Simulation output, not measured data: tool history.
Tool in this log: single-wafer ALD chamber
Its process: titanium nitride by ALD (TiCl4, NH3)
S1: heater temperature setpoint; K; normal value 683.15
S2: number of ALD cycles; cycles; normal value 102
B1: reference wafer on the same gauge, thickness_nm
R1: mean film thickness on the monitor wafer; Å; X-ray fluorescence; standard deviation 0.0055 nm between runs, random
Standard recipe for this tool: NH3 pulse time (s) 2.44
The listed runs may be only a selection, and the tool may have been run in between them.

{"run": 1, "hour": 0.0, "S1": 683.15, "S2": 102, "NH3 pulse time (s)": 2.44, "B1": 2.47, "R1": 21.83}
{"run": 2, "hour": 70.3, "S1": 683.15, "S2": 102, "NH3 pulse time (s)": 2.44, "B1": 2.472, "R1": 21.83}
{"run": 3, "hour": 104.9, "S1": 691.15, "S2": 102, "NH3 pulse time (s)": 2.44, "B1": 2.471, "R1": 21.86}
{"run": 4, "hour": 162.7, "S1": 691.15, "S2": 102, "NH3 pulse time (s)": 2.44, "B1": 2.467, "R1": 21.89}
{"run": 5, "hour": 210.7, "S1": 675.15, "S2": 102, "NH3 pulse time (s)": 2.44, "B1": 2.471, "R1": 21.7}
{"run": 6, "hour": 267.4, "S1": 683.15, "S2": 102, "NH3 pulse time (s)": 2.44, "B1": 2.471, "R1": 21.77}
{"run": 7, "hour": 295.5, "S1": 683.15, "S2": 102, "NH3 pulse time (s)": 2.44, "B1": 2.466, "R1": 21.78}
{"run": 8, "hour": 334.9, "S1": 678.15, "S2": 90, "NH3 pulse time (s)": 2.44, "B1": 2.469, "R1": 19.31}
{"run": 9, "hour": 392.6, "S1": 683.15, "S2": 102, "NH3 pulse time (s)": 2.44, "B1": 2.468, "R1": 21.77}
{"run": 10, "hour": 449.8, "S1": 683.15, "S2": 102, "NH3 pulse time (s)": 2.44, "B1": 2.468, "R1": 21.76}
{"run": 11, "hour": 504.5, "S1": 683.15, "S2": 102, "NH3 pulse time (s)": 2.44, "B1": 2.469, "R1": 21.83}
{"run": 12, "hour": 533.8, "S1": 692.15, "S2": 91, "NH3 pulse time (s)": 2.44, "B1": 2.469, "R1": 19.45}
{"run": 13, "hour": 561.7, "S1": 683.15, "S2": 117, "NH3 pulse time (s)": 2.44, "B1": 2.469, "R1": 25.11}
{"run": 14, "hour": 630.4, "S1": 683.15, "S2": 102, "NH3 pulse time (s)": 2.44, "B1": 2.471, "R1": 21.89}
{"run": 15, "hour": 664.3, "S1": 683.15, "S2": 102, "NH3 pulse time (s)": 2.44, "B1": 2.468, "R1": 21.84}
{"hour": 690.4, "done": "gauge calibrated"}
{"run": 16, "hour": 709.8, "S1": 683.15, "S2": 102, "NH3 pulse time (s)": 2.44, "B1": 2.469, "R1": 21.9}
{"run": 17, "hour": 743.6, "S1": 694.15, "S2": 91, "NH3 pulse time (s)": 2.44, "B1": 2.467, "R1": 19.51}
{"run": 18, "hour": 795.4, "S1": 691.15, "S2": 92, "NH3 pulse time (s)": 2.44, "B1": 2.469, "R1": 19.7}
{"run": 19, "hour": 843.6, "S1": 683.15, "S2": 102, "NH3 pulse time (s)": 2.44, "B1": 2.469, "R1": 21.86}
{"run": 20, "hour": 905.5, "S1": 683.15, "S2": 102, "NH3 pulse time (s)": 2.44, "B1": 2.468, "R1": 21.89}
{"hour": 970.2, "done": "thermocouple changed; heater temperature recalibrated"}
{"run": 21, "hour": 992.9, "S1": 683.15, "S2": 122, "NH3 pulse time (s)": 2.91, "B1": 2.468, "R1": 26.29}
{"run": 22, "hour": 1020.4, "S1": 678.15, "S2": 90, "NH3 pulse time (s)": 1.49, "B1": 2.47, "R1": 18.86}
{"hour": 1050.8, "done": "showerhead replaced"}
{"run": 23, "hour": 1066.7, "S1": 683.15, "S2": 113, "NH3 pulse time (s)": 1.85, "B1": 2.471, "R1": 23.95}
{"run": 24, "hour": 1097.8, "S1": 683.15, "S2": 102, "NH3 pulse time (s)": 2.44, "B1": 2.472, "R1": 21.86}
{"run": 25, "hour": 1143.6, "S1": 697.15, "S2": 121, "NH3 pulse time (s)": 2.75, "B1": 2.47, "R1": 26.03}
{"run": 26, "hour": 1171.8, "S1": 671.15, "S2": 113, "NH3 pulse time (s)": 1.81, "B1": 2.472, "R1": 23.64}
{"run": 27, "hour": 1205.8, "S1": 692.15, "S2": 102, "NH3 pulse time (s)": 2.18, "B1": 2.468, "R1": 21.78}
{"run": 28, "hour": 1243.4, "S1": 677.15, "S2": 113, "NH3 pulse time (s)": 2.44, "B1": 2.474, "R1": 24.12}
{"run": 29, "hour": 1288.8, "S1": 683.15, "S2": 110, "NH3 pulse time (s)": 1.57, "B1": 2.47, "R1": 23.21}
{"run": 30, "hour": 1395.2, "S1": 669.15, "S2": 121, "NH3 pulse time (s)": 2.92, "B1": 2.472, "R1": 25.83}
{"run": 31, "hour": 1465.9, "S1": 673.15, "S2": 92, "NH3 pulse time (s)": 2.44, "B1": 2.472, "R1": 19.64}
{"run": 32, "hour": 1495.3, "S1": 683.15, "S2": 102, "NH3 pulse time (s)": 2.44, "B1": 2.469, "R1": 21.81}
{"run": 33, "hour": 1661.8, "S1": 697.15, "S2": 102, "NH3 pulse time (s)": 3.22, "B1": 2.471, "R1": 22.01}
{"run": 34, "hour": 1693.5, "S1": 683.15, "S2": 102, "NH3 pulse time (s)": 2.44, "B1": 2.473, "R1": 21.88}
{"run": 35, "hour": 1743.2, "S1": 671.15, "S2": 113, "NH3 pulse time (s)": 1.81, "B1": 2.469, "R1": 23.86}

What the log doesn't show, run by run:
wafer temperature above the value expected at the setpoint (K): 0 across all the runs
gauge reads high (%): 0 across all the runs
